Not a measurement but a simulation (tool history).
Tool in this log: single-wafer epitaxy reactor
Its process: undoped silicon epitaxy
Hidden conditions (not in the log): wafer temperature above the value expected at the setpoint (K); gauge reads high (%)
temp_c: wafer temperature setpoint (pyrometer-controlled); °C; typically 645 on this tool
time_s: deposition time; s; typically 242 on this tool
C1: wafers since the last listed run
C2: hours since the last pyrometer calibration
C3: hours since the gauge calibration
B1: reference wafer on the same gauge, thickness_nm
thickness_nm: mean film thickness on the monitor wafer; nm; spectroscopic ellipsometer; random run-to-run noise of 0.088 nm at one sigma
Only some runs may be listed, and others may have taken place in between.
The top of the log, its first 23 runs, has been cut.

{"run": 24, "hour": 2045.7, "temp_c": 645, "time_s": 242, "C1": 693, "C2": 302.1, "C3": 1822.8, "B1": 33.499, "thickness_nm": 34.182}
{"run": 25, "hour": 2107.8, "temp_c": 640, "time_s": 278, "C1": 458, "C2": 364.2, "C3": 1884.9, "B1": 33.499, "thickness_nm": 35.671}
{"hour": 2125.9, "done": "gauge calibrated"}
{"run": 26, "hour": 2198.4, "temp_c": 657, "time_s": 257, "C1": 669, "C2": 454.8, "C3": 72.5, "B1": 33.494, "thickness_nm": 45.77}
{"run": 27, "hour": 2508.6, "temp_c": 645, "time_s": 242, "C1": 2291, "C2": 765, "C3": 382.7, "B1": 33.481, "thickness_nm": 34.345}
{"run": 28, "hour": 2565.3, "temp_c": 645, "time_s": 242, "C1": 418, "C2": 821.7, "C3": 439.4, "B1": 33.523, "thickness_nm": 34.508}
{"run": 29, "hour": 2656.6, "temp_c": 645, "time_s": 259, "C1": 674, "C2": 913, "C3": 530.7, "B1": 33.493, "thickness_nm": 37.149}
{"run": 30, "hour": 2694.8, "temp_c": 639, "time_s": 242, "C1": 282, "C2": 951.2, "C3": 568.9, "B1": 33.525, "thickness_nm": 30.86}
{"run": 31, "hour": 2781.3, "temp_c": 645, "time_s": 242, "C1": 639, "C2": 1037.7, "C3": 655.4, "B1": 33.483, "thickness_nm": 34.727}
{"run": 32, "hour": 2877.9, "temp_c": 658, "time_s": 242, "C1": 713, "C2": 1134.3, "C3": 752, "B1": 33.53, "thickness_nm": 44.287}
{"run": 33, "hour": 2960.4, "temp_c": 640, "time_s": 284, "C1": 609, "C2": 1216.8, "C3": 834.5, "B1": 33.5, "thickness_nm": 37.122}
{"run": 34, "hour": 3063.5, "temp_c": 634, "time_s": 259, "C1": 761, "C2": 1319.9, "C3": 937.6, "B1": 33.504, "thickness_nm": 29.967}
{"run": 35, "hour": 3124.3, "temp_c": 645, "time_s": 242, "C1": 449, "C2": 1380.7, "C3": 998.4, "B1": 33.479, "thickness_nm": 34.77}

What will run 36 give?
{"run": 36, "hour": 3248.6, "temp_c": 653, "time_s": 284, "C1": 918, "C2": 1505, "C3": 1122.7, "B1": "?", "thickness_nm": "?"}

Run 36 measured B1 33.5, thickness_nm 47.903 nm.
Had the tool carried no hidden state, the very same run would have given thickness_nm 46.723 nm.
